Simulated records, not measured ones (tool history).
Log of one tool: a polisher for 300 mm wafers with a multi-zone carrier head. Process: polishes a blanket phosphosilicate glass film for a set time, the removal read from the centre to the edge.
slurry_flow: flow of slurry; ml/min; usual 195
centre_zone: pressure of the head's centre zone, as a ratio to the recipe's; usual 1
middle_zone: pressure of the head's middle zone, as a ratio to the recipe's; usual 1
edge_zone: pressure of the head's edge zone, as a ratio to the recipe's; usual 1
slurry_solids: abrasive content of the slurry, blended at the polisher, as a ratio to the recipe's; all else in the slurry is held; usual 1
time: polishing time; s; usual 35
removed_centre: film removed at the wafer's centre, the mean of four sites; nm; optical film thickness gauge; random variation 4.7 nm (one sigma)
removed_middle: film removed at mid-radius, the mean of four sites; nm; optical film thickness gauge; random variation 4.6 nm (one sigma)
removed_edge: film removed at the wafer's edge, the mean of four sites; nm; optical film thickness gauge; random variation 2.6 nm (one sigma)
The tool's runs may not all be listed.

run	hour	slurry_flow	centre_zone	middle_zone	edge_zone	slurry_solids	time	wafers since the last listed run	wafers polished on this pad	hours since the slurry nozzle was cleaned	hours since the centre zone pressure was calibrated	hours since the edge zone pressure was calibrated	hours since the carrier head's membrane was replaced	incoming thickness of the incoming film, nm	removed_centre	removed_middle	removed_edge
1	0	195	1	0.96	1.07	1	35	0	1684	87.7	25	1423.9	243.8	1967.6	355.6	347.4	375.9
# hour 33: edge zone pressure recalibrated
2	64.8	135	1	1	1.06	1.15	35	840	2524	152.5	89.8	31.8	308.6	1925.8	340.3	350.4	371.4
3	111	195	1	1	1	1	35	618	3142	198.7	136	78	354.8	1939.4	352.7	362	354.2
4	172.9	195	1	1	1.12	0.75	35	828	3970	260.6	197.9	139.9	416.7	1944.2	288.5	287.1	313.4
5	214	140	0.89	1.11	1	1	35	549	4520	301.7	239	181	457.8	1966.6	292.5	349	332.4
6	260.5	230	1	1	1.12	1.1	38	622	5142	348.2	285.5	227.5	504.3	1943.1	399.6	403.1	437
7	286.4	195	1	1	1	1	32	346	5489	374.1	311.4	253.4	530.2	1937.1	311.9	310.6	315.9
8	318	140	1	1.07	0.96	1	35	422	5911	405.7	343	285	561.8	1939.2	308.6	325.3	321.9
9	349.5	155	1.09	1.06	1	1	41	421	6333	437.2	374.5	316.5	593.3	1957.3	400.8	387.4	388.6
10	379.7	195	1	1.06	1	1	35	404	6737	467.4	404.7	346.7	623.5	1906.8	339.8	346	349.5
# hour 423.4: worn pad replaced by a new one
11	440.1	260	1.09	1	1.08	1	35	754	222	527.8	465.1	407.1	683.9	1910.5	384	358.5	367.5
# hour 447.2: slurry nozzle cleaned
12	510.2	245	1	1	1	1	35	924	1147	63	535.2	477.2	754	1965.3	369.5	371.8	371.2
13	560.8	260	1.11	1	1	1	35	677	1824	113.6	585.8	527.8	804.6	1951	399.8	379.4	370.6
# hour 623.6: carrier head's membrane replaced by a new one
14	630.8	195	1	1	1	1	35	869	2694	183.6	655.8	597.8	7.2	1931.9	346.6	349.6	353.5
15	661.8	195	1	1	1	1	35	414	3108	214.6	686.8	628.8	38.2	1977.9	348.7	357.3	351.3
16	693.3	195	1.1	1	1	1	35	421	3530	246.1	718.3	660.3	69.7	1964.3	374.6	351.7	352.7
17	825.1	225	1	1	1	1	40	1763	5293	377.9	850.1	792.1	201.5	1949.9	402.8	407.9	404.6
# hour 916.4: slurry nozzle cleaned
# hour 938: centre zone pressure recalibrated
# hour 940.8: worn pad replaced by a new one
18	989.8	140	0.89	1.11	1	1	35	2125	655	73.4	51.8	956.8	366.2	1950.8	299.7	363.2	342.9
19	1037.8	195	1	0.97	1	1	35	642	1297	121.4	99.8	1004.8	414.2	1971.1	356.8	348.2	357.5
20	1075.8	265	1	1	0.89	1	40	508	1806	159.4	137.8	1042.8	452.2	1966	429.4	420.8	396.3
21	1139	195	1.07	1	1	1.15	35	845	2651	222.6	201	1106	515.4	1945	394.1	377.4	380.6

Forecast each of these 4 alternatives for the next run:
A	1139.4	195	1.11	1	1	1	35	5	2656	223	201.4	1106.4	515.8	1964.4	?	?	?
B	1139.4	195	1.09	1	1	1.15	35	5	2656	223	201.4	1106.4	515.8	1964.4	?	?	?
C	1139.4	195	1	1	1.05	1	35	5	2656	223	201.4	1106.4	515.8	1964.4	?	?	?
D	1139.4	195	1	1	1	1	42	5	2656	223	201.4	1106.4	515.8	1964.4	?	?	?

run	removed_centre	removed_middle	removed_edge
A	384.3	345.2	353.5
B	407.3	371.6	380.6
C	351.7	345.4	362.1
D	422	414.5	424.2
Without the tool's hidden state the same runs would have given:
run	removed_centre	removed_middle	removed_edge
A	402.2	359.5	364.2
B	426.3	387	392
C	368.1	359.6	372.9
D	441.7	431.6	437
